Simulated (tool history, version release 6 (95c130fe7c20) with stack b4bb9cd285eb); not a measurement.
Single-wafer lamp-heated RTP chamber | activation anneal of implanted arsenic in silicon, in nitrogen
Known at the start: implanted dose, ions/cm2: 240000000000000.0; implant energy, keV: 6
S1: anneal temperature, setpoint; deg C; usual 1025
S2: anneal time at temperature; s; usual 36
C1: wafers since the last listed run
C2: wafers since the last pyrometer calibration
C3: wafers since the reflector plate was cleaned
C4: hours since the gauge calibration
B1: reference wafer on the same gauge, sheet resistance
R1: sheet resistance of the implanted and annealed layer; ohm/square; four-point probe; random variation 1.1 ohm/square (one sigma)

run    hour    S1  S2    C1    C2    C3      C4      B1      R1
  1       0  1015  36     0  1485  4090   513.4   448.1  411.24
  2    66.8  1015  36   781  2266  4872   580.2  448.54  407.14
  3     125  1025  36   680  2947  5552   638.4  447.36     402
  4   169.5  1025  36   520  3467  6073   682.9  447.67  399.94
      232.7  -- pyrometer window cleaned and pyrometer calibrated
  5   237.2  1025  36   698    53  6771   750.6  447.29  405.88
  6   283.3  1025  22   539   592  7310   796.7   447.9  414.67
      354.2  -- reflector plate cleaned
  7   435.4  1025  36  1685  2277   949   948.8  447.63  398.75
  8     489  1025  36   626  2904  1576  1002.4  447.51  399.58
  9   579.6  1025  27  1059  3963  2635    1093  447.73  404.47
      627.5  -- pyrometer window cleaned and pyrometer calibrated
 10   628.6  1025  27   479    12  3115    1142  448.03   412.7
 11   705.2  1025  36   895   908  4010  1218.6  447.99  403.73
 12   771.9  1025  36   780  1688  4790  1285.3  447.82  401.88
 13     851  1025  42   925  2613  5715  1364.4  448.47  396.92
 14   922.9  1025  30   840  3454  6556  1436.3  447.81  405.47
 15   968.7  1025  42   535  3989  7092  1482.1  447.47  396.53
     1038.5  -- pyrometer window cleaned and pyrometer calibrated
 16  1075.4   998  45  1154   431  8246  1588.8  447.54  414.83
       1092  -- reflector plate cleaned
 17  1167.2  1025  23   979  1411   879  1680.6  448.45   412.7
     1198.3  -- gauge calibrated
 18  1243.2  1025  29   888  2300  1768    44.9  447.78  405.64
 19    1327  1004  36   979  3280  2748   128.7  447.79  410.23
 20  1394.3  1012  24   787  4067  3535     196  447.86  416.16
     1414.4  -- pyrometer window cleaned and pyrometer calibrated
 21  1458.9  1005  55   661   519  4197   260.6   448.5  405.22
 22    1495  1033  36   422   941  4619   296.7  448.06   400.7
 23  1597.4  1025  36  1197  2139  5817   399.1  448.11  403.13
 24  1674.7  1025  36   903  3043  6721   476.4  447.97  401.77
 25  1753.9  1016  15   926  3969  7647   555.6  447.98  423.64
     1794.4  -- pyrometer window cleaned and pyrometer calibrated
 26  1807.1  1025  36   528   148  8175   608.8  448.19  405.02

Hidden state or all else? Some run-to-run changes of R1, split into what the settings, what came in and random variation would give without the hidden state, and what is left for the hidden state (with any gauge scatter that isn't in both results):
The hidden state here: true wafer temperature minus pyrometer reading, K; wafer temperature error from the tarnished reflector plate, K; gauge reads high (%).
Run 9 -> 10: pyrometer window cleaned and pyrometer calibrated. R1 +8.23 ohm/square: hidden state +6.19, all else +2.04.
Run 15 -> 16: S1 1025 -> 998, S2 42 -> 45, pyrometer window cleaned and pyrometer calibrated. R1 +18.3 ohm/square: hidden state +5.39, all else +12.91.
Run 24 -> 25: S1 1025 -> 1016, S2 36 -> 15. R1 +21.87 ohm/square: hidden state -0.3, all else +22.17.
Run 25 -> 26: S1 1016 -> 1025, S2 15 -> 36, pyrometer window cleaned and pyrometer calibrated. R1 -18.62 ohm/square: hidden state +4.78, all else -23.4.
